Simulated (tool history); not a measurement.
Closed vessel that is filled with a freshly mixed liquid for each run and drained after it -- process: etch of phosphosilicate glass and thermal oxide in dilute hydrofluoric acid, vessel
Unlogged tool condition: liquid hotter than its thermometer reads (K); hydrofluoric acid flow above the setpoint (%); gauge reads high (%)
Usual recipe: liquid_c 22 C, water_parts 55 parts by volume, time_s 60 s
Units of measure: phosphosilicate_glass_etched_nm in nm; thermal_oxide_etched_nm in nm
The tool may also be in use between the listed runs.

| run | day | liquid_c | water_parts | time_s | wafers since the last listed run | hours since the thermometer was replaced | hours since the hydrofluoric acid flow meter was replaced | hours since the gauge calibration | read-back film thickness of the phosphosilicate glass reference wafer, read on the same gauge (nm) | read-back film thickness of the thermal oxide reference wafer, read on the same gauge (nm) | phosphosilicate_glass_etched_nm | thermal_oxide_etched_nm |
|---|---|---|---|---|---|---|---|---|---|---|---|---|
| 1 | 0 | 19 | 55 | 70 | 0 | 721.1 | 1815.5 | 666.5 | 50 | 89.991 | 143.86 | 5.195 |
| 2 | 4.167 | 19 | 80 | 70 | 7553 | 821.1 | 1915.5 | 766.5 | 49.99 | 89.994 | 95.02 | 3.476 |
| 3 | 6.025 | 22 | 25 | 85 | 3368 | 865.7 | 1960.1 | 811.1 | 49.98 | 89.987 | 447.63 | 16.485 |
| 4 | 8.075 | 18.5 | 55 | 30 | 3716 | 914.9 | 2009.3 | 860.3 | 49.99 | 89.979 | 59.92 | 2.194 |
| 5 | 10.146 | 22 | 55 | 60 | 3753 | 964.6 | 2059 | 910 | 50.02 | 90.03 | 138.86 | 5.099 |
| 6 | 12.679 | 22 | 55 | 95 | 4592 | 1025.4 | 2119.8 | 970.8 | 49.99 | 90.003 | 222.37 | 8.042 |
| 7 | 15.867 | 19.5 | 30 | 90 | 5778 | 1101.9 | 2196.3 | 1047.3 | 50.02 | 89.977 | 356.19 | 12.919 |
| 8 | 20.096 | 22 | 35 | 80 | 7666 | 1203.4 | 2297.8 | 1148.8 | 49.94 | 90.009 | 302.39 | 11.004 |
| 9 | 23.629 | 18 | 45 | 60 | 6405 | 1288.2 | 2382.6 | 1233.6 | 50.01 | 89.997 | 145.99 | 5.381 |
|  | 25.596 | hydrofluoric acid flow meter replaced |
| 10 | 25.908 | 20 | 80 | 40 | 4056 | 1342.9 | 7.5 | 1288.3 | 50.01 | 90.027 | 54.63 | 1.985 |
| 11 | 28.05 | 17.5 | 65 | 90 | 3882 | 1394.3 | 58.9 | 1339.7 | 50.02 | 89.999 | 138.21 | 5.015 |
| 12 | 31.875 | 22 | 55 | 60 | 6933 | 1486.1 | 150.7 | 1431.5 | 50 | 90.013 | 134.17 | 4.88 |
| 13 | 36.233 | 22 | 55 | 60 | 7900 | 1590.7 | 255.3 | 1536.1 | 49.98 | 90.024 | 133.2 | 4.878 |
| 14 | 38.479 | 22 | 55 | 75 | 4071 | 1644.6 | 309.2 | 1590 | 49.96 | 90.028 | 169.17 | 6.103 |
| 15 | 42.95 | 20.5 | 70 | 50 | 8104 | 1751.9 | 416.5 | 1697.3 | 50.01 | 90.011 | 81.26 | 2.953 |
| 16 | 45.871 | 22 | 55 | 30 | 5294 | 1822 | 486.6 | 1767.4 | 49.98 | 89.996 | 67.22 | 2.459 |
| 17 | 48.988 | 22 | 55 | 60 | 5649 | 1896.8 | 561.4 | 1842.2 | 50.03 | 89.964 | 135.11 | 4.943 |
| 18 | 52.933 | 20.5 | 35 | 30 | 7152 | 1991.5 | 656.1 | 1936.9 | 49.97 | 90.022 | 101.67 | 3.738 |
| 19 | 54.588 | 22 | 65 | 35 | 2998 | 2031.2 | 695.8 | 1976.6 | 50.03 | 89.986 | 66.21 | 2.4 |
| 20 | 56.317 | 22 | 55 | 60 | 3134 | 2072.7 | 737.3 | 2018.1 | 50.02 | 90.02 | 135.42 | 4.947 |

What will run 21 give?
| 21 | 59.762 | 20 | 35 | 70 | 6246 | 2155.4 | 820 | 2100.8 | ? | ? | ? | ? |

{"run 21": {"read-back film thickness of the phosphosilicate glass reference wafer, read on the same gauge (nm)": 50, "read-back film thickness of the thermal oxide reference wafer, read on the same gauge (nm)": 89.999, "phosphosilicate_glass_etched_nm": 234.43, "thermal_oxide_etched_nm": 8.536}}
With no hidden state in the tool, this same run would have given phosphosilicate_glass_etched_nm 229.34 nm, thermal_oxide_etched_nm 8.351 nm.
